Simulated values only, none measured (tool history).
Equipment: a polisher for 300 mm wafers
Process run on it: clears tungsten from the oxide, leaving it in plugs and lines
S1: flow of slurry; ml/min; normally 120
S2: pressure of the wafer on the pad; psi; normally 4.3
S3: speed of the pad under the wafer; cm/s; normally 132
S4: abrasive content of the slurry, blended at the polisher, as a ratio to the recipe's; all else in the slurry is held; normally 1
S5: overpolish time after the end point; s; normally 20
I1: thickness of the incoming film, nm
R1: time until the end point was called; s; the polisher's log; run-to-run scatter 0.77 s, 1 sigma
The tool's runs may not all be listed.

{"run": 1, "hour": 0.0, "S1": 120, "S2": 4.3, "S3": 132, "S4": 1, "S5": 20, "I1": 482.4, "R1": 85.5}
{"run": 2, "hour": 47.1, "S1": 120, "S2": 4.3, "S3": 132, "S4": 1, "S5": 20, "I1": 480.1, "R1": 87.5}
{"hour": 50.8, "done": "slurry blender recalibrated"}
{"run": 3, "hour": 111.1, "S1": 120, "S2": 4.3, "S3": 132, "S4": 1, "S5": 20, "I1": 479.3, "R1": 85.7}
{"run": 4, "hour": 161.7, "S1": 120, "S2": 4.3, "S3": 150, "S4": 1.25, "S5": 20, "I1": 470.9, "R1": 72.2}
{"run": 5, "hour": 207.9, "S1": 120, "S2": 4.3, "S3": 110, "S4": 1.3, "S5": 20, "I1": 482.4, "R1": 101.7}
{"run": 6, "hour": 261.2, "S1": 120, "S2": 4.3, "S3": 162, "S4": 1, "S5": 16, "I1": 485.6, "R1": 71.6}
{"hour": 291.0, "done": "slurry tank refilled with fresh slurry and peroxide"}
{"hour": 314.3, "done": "head pressure recalibrated"}
{"run": 7, "hour": 314.8, "S1": 120, "S2": 3.4, "S3": 160, "S4": 1, "S5": 20, "I1": 486.2, "R1": 85.7}
{"hour": 340.4, "done": "worn pad replaced by a new one"}
{"hour": 364.8, "done": "slurry nozzle cleaned"}
{"run": 8, "hour": 383.1, "S1": 120, "S2": 3.4, "S3": 132, "S4": 1.2, "S5": 20, "I1": 477.5, "R1": 100.8}
{"run": 9, "hour": 427.9, "S1": 120, "S2": 4.3, "S3": 132, "S4": 0.75, "S5": 20, "I1": 479.5, "R1": 90.9}
{"run": 10, "hour": 458.9, "S1": 120, "S2": 5.7, "S3": 132, "S4": 1, "S5": 24, "I1": 484, "R1": 63.8}
{"hour": 480.3, "done": "slurry blender recalibrated"}
{"run": 11, "hour": 505.1, "S1": 130, "S2": 4.3, "S3": 132, "S4": 0.9, "S5": 23, "I1": 475.2, "R1": 84.5}
{"run": 12, "hour": 533.2, "S1": 120, "S2": 3.7, "S3": 168, "S4": 1.25, "S5": 20, "I1": 477.7, "R1": 75}
{"run": 13, "hour": 564.8, "S1": 120, "S2": 4.3, "S3": 132, "S4": 1, "S5": 9, "I1": 484.2, "R1": 85.5}
{"run": 14, "hour": 612.3, "S1": 120, "S2": 4.3, "S3": 132, "S4": 0.85, "S5": 20, "I1": 481.3, "R1": 87.3}
{"run": 15, "hour": 678.7, "S1": 120, "S2": 4.3, "S3": 132, "S4": 1, "S5": 30, "I1": 480.3, "R1": 87.3}
{"run": 16, "hour": 714.0, "S1": 145, "S2": 4.3, "S3": 132, "S4": 1, "S5": 24, "I1": 477.5, "R1": 85}
{"run": 17, "hour": 760.6, "S1": 120, "S2": 4.3, "S3": 132, "S4": 0.8, "S5": 20, "I1": 483.2, "R1": 92.3}
{"hour": 798.4, "done": "slurry tank refilled with fresh slurry and peroxide"}
{"run": 18, "hour": 815.1, "S1": 155, "S2": 4.8, "S3": 150, "S4": 0.7, "S5": 20, "I1": 479.4, "R1": 66.8}
{"hour": 852.0, "done": "worn pad replaced by a new one"}
{"run": 19, "hour": 852.5, "S1": 160, "S2": 4.3, "S3": 132, "S4": 0.8, "S5": 32, "I1": 481.2, "R1": 82.8}
{"run": 20, "hour": 914.5, "S1": 120, "S2": 4.3, "S3": 144, "S4": 1, "S5": 20, "I1": 470.3, "R1": 75.7}
{"run": 21, "hour": 968.2, "S1": 110, "S2": 4.9, "S3": 132, "S4": 1, "S5": 17, "I1": 481, "R1": 75.4}
{"run": 22, "hour": 994.3, "S1": 120, "S2": 3.3, "S3": 104, "S4": 1, "S5": 20, "I1": 473.8, "R1": 139.2}
{"hour": 1002.1, "done": "slurry blender recalibrated"}
{"run": 23, "hour": 1045.4, "S1": 120, "S2": 4.3, "S3": 132, "S4": 1, "S5": 20, "I1": 486.2, "R1": 88.3}
{"run": 24, "hour": 1076.2, "S1": 120, "S2": 4.3, "S3": 132, "S4": 1, "S5": 20, "I1": 477.1, "R1": 85.3}
{"run": 25, "hour": 1133.7, "S1": 120, "S2": 4.3, "S3": 132, "S4": 1, "S5": 20, "I1": 475.7, "R1": 86.1}
{"hour": 1138.2, "done": "slurry nozzle cleaned"}
{"run": 26, "hour": 1173.2, "S1": 85, "S2": 4.3, "S3": 132, "S4": 1, "S5": 20, "I1": 482, "R1": 93.3}

What if the next run were any one of these 4? Each begins from the tool's condition after run 26:
{"run": "A", "hour": 1173.6, "S1": 120, "S2": 4.3, "S3": 132, "S4": 1, "S5": 29, "I1": 477.4, "R1": "?"}
{"run": "B", "hour": 1173.6, "S1": 120, "S2": 4.3, "S3": 148, "S4": 1, "S5": 20, "I1": 477.4, "R1": "?"}
{"run": "C", "hour": 1173.6, "S1": 120, "S2": 4.3, "S3": 132, "S4": 1.1, "S5": 23, "I1": 477.4, "R1": "?"}
{"run": "D", "hour": 1173.6, "S1": 120, "S2": 4.3, "S3": 100, "S4": 1, "S5": 9, "I1": 477.4, "R1": "?"}

run=A R1=87.7
run=B R1=78.2
run=C R1=86
run=D R1=115.8
Stripped of hidden state, with their random variation kept, the same runs would have yielded:
run=A R1=80.4
run=B R1=71.7
run=C R1=78.8
run=D R1=106.1

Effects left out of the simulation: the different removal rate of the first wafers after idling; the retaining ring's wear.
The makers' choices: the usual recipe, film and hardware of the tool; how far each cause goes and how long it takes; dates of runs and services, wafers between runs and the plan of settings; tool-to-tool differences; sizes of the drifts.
